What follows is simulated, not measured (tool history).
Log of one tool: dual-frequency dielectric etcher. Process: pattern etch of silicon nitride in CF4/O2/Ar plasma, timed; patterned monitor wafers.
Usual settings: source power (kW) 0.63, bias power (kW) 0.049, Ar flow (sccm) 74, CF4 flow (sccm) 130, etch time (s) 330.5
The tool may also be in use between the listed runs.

| run | hour | source power (kW) | bias power (kW) | Ar flow (sccm) | CF4 flow (sccm) | etch time (s) | wafers since the last listed run | hours since the last wet clean | hours since the last source power generator calibration | hours since the last bias power generator calibration | hours since the last Ar flow controller change | hours since the last CF4 flow controller change | hours since the last upper electrode change | hours since the gauge calibration | read-back reference wafer on the same gauge, depth_nm | mean etch depth across the wafer (Å) |
|---|---|---|---|---|---|---|---|---|---|---|---|---|---|---|---|---|
| 1 | 0 | 0.63 | 0.049 | 74 | 130 | 330.5 | 0 | 469.9 | 428.1 | 4301.1 | 2301.6 | 32.4 | 2180.1 | 1408.7 | 646.1 | 7931 |
| 2 | 32 | 0.63 | 0.049 | 74 | 130 | 330.5 | 192 | 501.9 | 460.1 | 4333.1 | 2333.6 | 64.4 | 2212.1 | 1440.7 | 645.8 | 7952 |
| 3 | 78.2 | 0.53 | 0.049 | 74 | 130 | 293.5 | 277 | 548.1 | 506.3 | 4379.3 | 2379.8 | 110.6 | 2258.3 | 1486.9 | 646.5 | 5838 |
|  | 110.3 | gauge calibrated |
| 4 | 127 | 0.63 | 0.049 | 89 | 130 | 253 | 293 | 596.9 | 555.1 | 4428.1 | 2428.6 | 159.4 | 2307.1 | 16.7 | 646.3 | 5978 |
|  | 163 | wet clean of the chamber |
| 5 | 163.5 | 0.63 | 0.049 | 91 | 130 | 398 | 75 | 0.5 | 591.6 | 4464.6 | 2465.1 | 195.9 | 2343.6 | 53.2 | 645.9 | 9086 |
| 6 | 214.1 | 0.63 | 0.049 | 67 | 100 | 330.5 | 304 | 51.1 | 642.2 | 4515.2 | 2515.7 | 246.5 | 2394.2 | 103.8 | 645.8 | 7623 |
|  | 282.2 | bias power generator calibrated |
| 7 | 282.7 | 0.63 | 0.049 | 74 | 130 | 407 | 388 | 119.7 | 710.8 | 0.5 | 2584.3 | 315.1 | 2462.8 | 172.4 | 645.9 | 9566 |
| 8 | 402.9 | 0.71 | 0.049 | 58 | 130 | 330.5 | 722 | 239.9 | 831 | 120.7 | 2704.5 | 435.3 | 2583 | 292.6 | 645.9 | 9112 |
|  | 444.2 | upper electrode replaced |
| 9 | 468.6 | 0.63 | 0.049 | 74 | 130 | 281 | 250 | 305.6 | 896.7 | 186.4 | 2770.2 | 501 | 24.4 | 358.3 | 646.4 | 6656 |
| 10 | 498.6 | 0.63 | 0.049 | 74 | 130 | 330.5 | 180 | 335.6 | 926.7 | 216.4 | 2800.2 | 531 | 54.4 | 388.3 | 646.4 | 7856 |
| 11 | 568.1 | 0.63 | 0.058 | 56 | 102 | 330.5 | 418 | 405.1 | 996.2 | 285.9 | 2869.7 | 600.5 | 123.9 | 457.8 | 645.7 | 8394 |
| 12 | 594 | 0.63 | 0.049 | 74 | 130 | 330.5 | 155 | 431 | 1022.1 | 311.8 | 2895.6 | 626.4 | 149.8 | 483.7 | 645.9 | 7864 |

Run 13 comes next. What will it give?
|  | 626.8 | Ar flow controller replaced |
| 13 | 634 | 0.63 | 0.039 | 74 | 130 | 330.5 | 204 | 471 | 1062.1 | 351.8 | 7.2 | 666.4 | 189.8 | 523.7 | ? | ? |

Run 13 gave read-back reference wafer on the same gauge, depth_nm 646.2, mean etch depth across the wafer (Å) 7335.
Without the tool's hidden state the same run would have given mean etch depth across the wafer (Å) 7176.
